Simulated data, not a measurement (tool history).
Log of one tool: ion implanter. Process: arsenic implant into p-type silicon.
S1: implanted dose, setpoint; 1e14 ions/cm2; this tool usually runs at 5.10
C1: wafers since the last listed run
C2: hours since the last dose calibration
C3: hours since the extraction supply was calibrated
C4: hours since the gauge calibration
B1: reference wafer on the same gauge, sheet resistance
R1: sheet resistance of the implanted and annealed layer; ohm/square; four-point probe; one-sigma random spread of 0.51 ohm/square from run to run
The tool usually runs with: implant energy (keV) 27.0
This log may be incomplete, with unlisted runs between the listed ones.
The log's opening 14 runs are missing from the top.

{"hour": 1199.7, "done": "gauge calibrated"}
{"run": 15, "hour": 1258.4, "S1": 4.65, "implant energy (keV)": 27.0, "C1": 3057, "C2": 619.9, "C3": 4674.4, "C4": 58.7, "B1": 150.12, "R1": 196.15}
{"run": 16, "hour": 1359.4, "S1": 5.1, "implant energy (keV)": 27.0, "C1": 3835, "C2": 720.9, "C3": 4775.4, "C4": 159.7, "B1": 149.95, "R1": 184.73}
{"run": 17, "hour": 1465.4, "S1": 3.61, "implant energy (keV)": 29.5, "C1": 4025, "C2": 826.9, "C3": 4881.4, "C4": 265.7, "B1": 149.97, "R1": 238.86}
{"hour": 1505.7, "done": "Faraday cup replaced and dose calibrated"}
{"run": 18, "hour": 1512.6, "S1": 6.23, "implant energy (keV)": 32.5, "C1": 1488, "C2": 6.9, "C3": 4928.6, "C4": 312.9, "B1": 149.87, "R1": 150.34}
{"run": 19, "hour": 1555.1, "S1": 6.51, "implant energy (keV)": 34.0, "C1": 1613, "C2": 49.4, "C3": 4971.1, "C4": 355.4, "B1": 150.05, "R1": 144.53}
{"run": 20, "hour": 1657.4, "S1": 3.75, "implant energy (keV)": 27.0, "C1": 3884, "C2": 151.7, "C3": 5073.4, "C4": 457.7, "B1": 150.02, "R1": 228.44}
{"run": 21, "hour": 1715.8, "S1": 4.06, "implant energy (keV)": 33.5, "C1": 2217, "C2": 210.1, "C3": 5131.8, "C4": 516.1, "B1": 150.0, "R1": 208.9}
{"run": 22, "hour": 1762.4, "S1": 5.1, "implant energy (keV)": 27.0, "C1": 1769, "C2": 256.7, "C3": 5178.4, "C4": 562.7, "B1": 149.9, "R1": 180.9}
{"run": 23, "hour": 1836.4, "S1": 4.02, "implant energy (keV)": 30.5, "C1": 2810, "C2": 330.7, "C3": 5252.4, "C4": 636.7, "B1": 149.94, "R1": 214.52}
{"hour": 1846.1, "done": "extraction supply calibrated"}
{"run": 24, "hour": 1910.8, "S1": 3.72, "implant energy (keV)": 19.5, "C1": 2521, "C2": 405.1, "C3": 64.7, "C4": 711.1, "B1": 149.96, "R1": 240.81}
{"run": 25, "hour": 2012.6, "S1": 5.1, "implant energy (keV)": 27.0, "C1": 3865, "C2": 506.9, "C3": 166.5, "C4": 812.9, "B1": 150.05, "R1": 182.4}
{"run": 26, "hour": 2082.6, "S1": 5.1, "implant energy (keV)": 27.0, "C1": 2658, "C2": 576.9, "C3": 236.5, "C4": 882.9, "B1": 149.7, "R1": 182.49}
{"run": 27, "hour": 2135.7, "S1": 5.1, "implant energy (keV)": 18.5, "C1": 2016, "C2": 630.0, "C3": 289.6, "C4": 936.0, "B1": 149.99, "R1": 191.26}
{"run": 28, "hour": 2211.8, "S1": 5.1, "implant energy (keV)": 27.0, "C1": 2889, "C2": 706.1, "C3": 365.7, "C4": 1012.1, "B1": 149.99, "R1": 184.22}
{"run": 29, "hour": 2263.8, "S1": 3.58, "implant energy (keV)": 27.0, "C1": 1974, "C2": 758.1, "C3": 417.7, "C4": 1064.1, "B1": 150.15, "R1": 242.31}
{"run": 30, "hour": 2304.9, "S1": 5.81, "implant energy (keV)": 27.0, "C1": 1560, "C2": 799.2, "C3": 458.8, "C4": 1105.2, "B1": 150.28, "R1": 168.11}
{"hour": 2343.1, "done": "Faraday cup replaced and dose calibrated"}
{"run": 31, "hour": 2346.8, "S1": 4.4, "implant energy (keV)": 34.0, "C1": 1287, "C2": 3.7, "C3": 500.7, "C4": 1147.1, "B1": 149.94, "R1": 196.13}
{"run": 32, "hour": 2429.4, "S1": 5.59, "implant energy (keV)": 24.5, "C1": 3136, "C2": 86.3, "C3": 583.3, "C4": 1229.7, "B1": 149.89, "R1": 169.89}
{"run": 33, "hour": 2513.2, "S1": 4.53, "implant energy (keV)": 35.5, "C1": 3182, "C2": 170.1, "C3": 667.1, "C4": 1313.5, "B1": 150.05, "R1": 190.54}
{"run": 34, "hour": 2573.0, "S1": 6.51, "implant energy (keV)": 33.5, "C1": 2270, "C2": 229.9, "C3": 726.9, "C4": 1373.3, "B1": 149.74, "R1": 144.39}
{"run": 35, "hour": 2672.5, "S1": 4.41, "implant energy (keV)": 20.5, "C1": 3778, "C2": 329.4, "C3": 826.4, "C4": 1472.8, "B1": 150.11, "R1": 210.13}
{"run": 36, "hour": 2746.0, "S1": 4.5, "implant energy (keV)": 35.5, "C1": 2791, "C2": 402.9, "C3": 899.9, "C4": 1546.3, "B1": 149.97, "R1": 191.46}

Branching from run 36: 5 alternative next runs. What would each branch give?
{"run": "A", "hour": 2746.4, "S1": 5.1, "implant energy (keV)": 27.0, "C1": 15, "C2": 403.3, "C3": 900.3, "C4": 1546.7, "B1": "?", "R1": "?"}
{"run": "B", "hour": 2746.4, "S1": 6.27, "implant energy (keV)": 27.0, "C1": 15, "C2": 403.3, "C3": 900.3, "C4": 1546.7, "B1": "?", "R1": "?"}
{"run": "C", "hour": 2746.4, "S1": 6.08, "implant energy (keV)": 23.5, "C1": 15, "C2": 403.3, "C3": 900.3, "C4": 1546.7, "B1": "?", "R1": "?"}
{"run": "D", "hour": 2746.4, "S1": 5.56, "implant energy (keV)": 20.0, "C1": 15, "C2": 403.3, "C3": 900.3, "C4": 1546.7, "B1": "?", "R1": "?"}
{"run": "E", "hour": 2746.4, "S1": 5.85, "implant energy (keV)": 27.0, "C1": 15, "C2": 403.3, "C3": 900.3, "C4": 1546.7, "B1": "?", "R1": "?"}

run=A B1=150.22 R1=180.88
run=B B1=150.22 R1=154.58
run=C B1=150.22 R1=161.21
run=D B1=150.22 R1=176.00
run=E B1=150.22 R1=162.92
With no hidden state in the tool, these same runs would have given:
run=A R1=180.29
run=B R1=154.08
run=C R1=160.68
run=D R1=175.42
run=E R1=162.39

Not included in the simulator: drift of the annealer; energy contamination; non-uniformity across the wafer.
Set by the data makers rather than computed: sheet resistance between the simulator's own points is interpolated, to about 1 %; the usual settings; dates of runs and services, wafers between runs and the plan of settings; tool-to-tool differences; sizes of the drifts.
